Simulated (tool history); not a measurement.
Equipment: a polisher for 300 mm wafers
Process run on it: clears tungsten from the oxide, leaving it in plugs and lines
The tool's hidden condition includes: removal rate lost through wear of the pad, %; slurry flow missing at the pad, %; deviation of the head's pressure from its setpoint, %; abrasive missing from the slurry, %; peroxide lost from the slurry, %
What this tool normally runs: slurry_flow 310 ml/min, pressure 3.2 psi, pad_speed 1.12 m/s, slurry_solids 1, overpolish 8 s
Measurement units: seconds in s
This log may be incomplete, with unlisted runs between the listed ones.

run,day,slurry_flow,pressure,pad_speed,slurry_solids,overpolish,wafers since the last listed run,wafers polished on this pad,hours since the slurry nozzle was cleaned,hours since the head pressure was calibrated,hours since the slurry blender was calibrated,hours since the slurry got fresh peroxide,"incoming thickness of the incoming film, nm",seconds
1,0,310,3.7,1.12,1,8,0,378,283.1,649.7,142.2,58.1,351.9,65.2
2,0.546,310,3.7,1.12,1,8,180,559,296.2,662.8,155.3,71.2,343.9,63.9
# day 1.529: slurry tank refilled with fresh slurry and peroxide
# day 1.654: worn pad replaced by a new one
3,2.067,310,3.2,1.12,1,8,448,136,332.7,699.3,191.8,12.9,350.3,71.2
# day 2.354: slurry blender recalibrated
4,2.512,310,3.2,1.12,0.8,11,119,256,343.4,710,3.8,23.6,347.3,71.1
5,3.233,310,3.2,1.12,0.8,11,238,494,360.7,727.3,21.1,40.9,342.2,72.5
6,3.875,310,3.2,1.12,0.8,11,212,706,376.1,742.7,36.5,56.3,345.7,72.2
7,4.262,310,3.2,1.12,1,8,128,835,385.4,752,45.8,65.6,348.4,71
# day 4.721: head pressure recalibrated
8,4.742,310,3.2,1.12,1,8,130,965,396.9,0.5,57.3,77.1,351.4,71.5
# day 4.971: worn pad replaced by a new one
# day 5.038: slurry tank refilled with fresh slurry and peroxide
9,5.488,310,3.2,1.12,1,8,177,157,414.8,18.4,75.2,10.8,339.3,68.7
10,6.917,310,3.2,1.12,1,8,472,630,449.1,52.7,109.5,45.1,346.8,72.2
11,7.458,310,3.2,1.12,1,8,179,809,462.1,65.7,122.5,58.1,350.1,71.9
# day 7.692: slurry nozzle cleaned
# day 7.842: worn pad replaced by a new one
12,8.088,310,3.2,0.84,1,8,144,80,9.5,80.8,137.6,73.2,347.7,93.2
13,8.388,310,3.2,1.12,1,8,99,180,16.7,88,144.8,80.4,343.4,70
# day 8.592: slurry tank refilled with fresh slurry and peroxide
14,8.642,310,2.8,0.9,1,4,70,250,22.8,94.1,150.9,1.2,347.8,96.6
15,9.071,355,2.6,0.74,1.2,8,141,392,33.1,104.4,161.2,11.5,349.3,115.2
# day 9.621: slurry blender recalibrated
16,9.721,310,3.2,1.12,1,8,187,579,48.7,120,2.4,27.1,343.9,66.3
17,10.012,215,3.2,1.12,1,8,96,676,55.7,127,9.4,34.1,348.2,69.9
18,10.621,355,3.2,1.36,1,8,201,877,70.3,141.6,24,48.7,344.5,55.7
# day 10.808: worn pad replaced by a new one
19,11.046,345,3.2,0.74,1.25,10,85,78,80.5,151.8,34.2,58.9,347.2,96.9
20,11.442,250,2.9,1.12,1,8,130,209,90,161.3,43.7,68.4,349.7,74.1
# day 12.175: slurry tank refilled with fresh slurry and peroxide
21,12.196,310,3.2,1.12,0.8,11,235,444,108.1,179.4,61.8,0.5,351,74.6
22,12.579,310,3.2,1.12,1,8,126,571,117.3,188.6,71,9.7,348.3,69.8
23,13.233,380,3.2,1.12,0.7,8,216,787,133,204.3,86.7,25.4,340.5,74.2

Predict each of these 4 candidate next runs independently; none follows another, all start after run 23:
A,13.25,310,4,1.12,1,8,5,793,133.4,204.7,87.1,25.8,346.3,?
B,13.25,395,3.2,1.12,1,6,5,793,133.4,204.7,87.1,25.8,346.3,?
C,13.25,395,4.2,1.12,1,13,5,793,133.4,204.7,87.1,25.8,346.3,?
D,13.25,310,4.3,1.12,1.15,4,5,793,133.4,204.7,87.1,25.8,346.3,?

run,seconds
A,60.8
B,68.7
C,57.8
D,56.2
Had the tool no hidden state, the same runs would have come out as:
run,seconds
A,58
B,65.5
C,55.2
D,53.6
